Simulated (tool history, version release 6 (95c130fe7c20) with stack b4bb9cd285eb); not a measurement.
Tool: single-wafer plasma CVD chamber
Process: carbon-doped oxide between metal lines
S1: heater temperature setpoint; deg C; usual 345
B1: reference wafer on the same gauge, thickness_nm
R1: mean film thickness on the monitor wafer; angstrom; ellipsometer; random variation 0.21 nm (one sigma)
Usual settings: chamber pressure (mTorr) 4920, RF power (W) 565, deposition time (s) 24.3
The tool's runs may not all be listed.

{"run": 1, "hour": 0.0, "S1": 345, "chamber pressure (mTorr)": 4920, "RF power (W)": 565, "deposition time (s)": 27.1, "B1": 151.016, "R1": 1506.42}
{"run": 2, "hour": 8.2, "S1": 345, "chamber pressure (mTorr)": 4920, "RF power (W)": 565, "deposition time (s)": 27.1, "B1": 150.962, "R1": 1508.39}
{"run": 3, "hour": 23.7, "S1": 345, "chamber pressure (mTorr)": 4210, "RF power (W)": 565, "deposition time (s)": 24.3, "B1": 150.881, "R1": 1334.55}
{"run": 4, "hour": 38.2, "S1": 334, "chamber pressure (mTorr)": 5390, "RF power (W)": 565, "deposition time (s)": 24.3, "B1": 150.936, "R1": 1408.78}
{"run": 5, "hour": 49.0, "S1": 334, "chamber pressure (mTorr)": 5390, "RF power (W)": 565, "deposition time (s)": 24.3, "B1": 151.119, "R1": 1409.58}
{"run": 6, "hour": 63.8, "S1": 345, "chamber pressure (mTorr)": 4920, "RF power (W)": 565, "deposition time (s)": 21.3, "B1": 150.983, "R1": 1186.25}
{"run": 7, "hour": 77.4, "S1": 345, "chamber pressure (mTorr)": 4640, "RF power (W)": 565, "deposition time (s)": 24.3, "B1": 150.919, "R1": 1340.37}
{"run": 8, "hour": 93.5, "S1": 345, "chamber pressure (mTorr)": 5740, "RF power (W)": 515, "deposition time (s)": 24.3, "B1": 151.071, "R1": 1332.92}
{"run": 9, "hour": 106.6, "S1": 345, "chamber pressure (mTorr)": 4920, "RF power (W)": 515, "deposition time (s)": 24.3, "B1": 151.0, "R1": 1308.85}
{"run": 10, "hour": 119.7, "S1": 345, "chamber pressure (mTorr)": 4920, "RF power (W)": 515, "deposition time (s)": 24.3, "B1": 150.942, "R1": 1308.94}
{"run": 11, "hour": 133.0, "S1": 345, "chamber pressure (mTorr)": 4920, "RF power (W)": 515, "deposition time (s)": 24.3, "B1": 150.917, "R1": 1307.72}
{"run": 12, "hour": 146.8, "S1": 345, "chamber pressure (mTorr)": 4920, "RF power (W)": 565, "deposition time (s)": 24.3, "B1": 150.912, "R1": 1350.67}
{"hour": 148.6, "done": "gauge calibrated"}
{"run": 13, "hour": 159.8, "S1": 345, "chamber pressure (mTorr)": 4920, "RF power (W)": 565, "deposition time (s)": 24.3, "B1": 150.965, "R1": 1343.28}
{"hour": 174.2, "done": "capacitance manometer re-zeroed and calibrated"}
{"hour": 182.2, "done": "showerhead replaced"}
{"run": 14, "hour": 182.7, "S1": 345, "chamber pressure (mTorr)": 4920, "RF power (W)": 565, "deposition time (s)": 26.6, "B1": 151.057, "R1": 1471.57}
{"run": 15, "hour": 183.0, "S1": 355, "chamber pressure (mTorr)": 5750, "RF power (W)": 565, "deposition time (s)": 19.9, "B1": 150.865, "R1": 1097.18}
{"run": 16, "hour": 189.3, "S1": 345, "chamber pressure (mTorr)": 3910, "RF power (W)": 565, "deposition time (s)": 24.3, "B1": 150.984, "R1": 1316.07}
{"run": 17, "hour": 197.1, "S1": 345, "chamber pressure (mTorr)": 4920, "RF power (W)": 620, "deposition time (s)": 25.6, "B1": 151.022, "R1": 1462.07}
{"hour": 211.4, "done": "RF generator calibrated"}
{"run": 18, "hour": 211.9, "S1": 345, "chamber pressure (mTorr)": 4920, "RF power (W)": 565, "deposition time (s)": 24.3, "B1": 151.02, "R1": 1390.81}
{"hour": 220.0, "done": "thermocouple changed; heater temperature recalibrated"}
{"run": 19, "hour": 224.4, "S1": 345, "chamber pressure (mTorr)": 4920, "RF power (W)": 565, "deposition time (s)": 24.3, "B1": 150.942, "R1": 1387.93}

The next listed run, before its measurement:
{"run": 20, "hour": 235.9, "S1": 345, "chamber pressure (mTorr)": 4920, "RF power (W)": 565, "deposition time (s)": 24.3, "B1": "?", "R1": "?"}

B1: 151.051
R1: 1395.00 angstrom
Without the tool's hidden state the same run would have given R1 1399.76 angstrom.
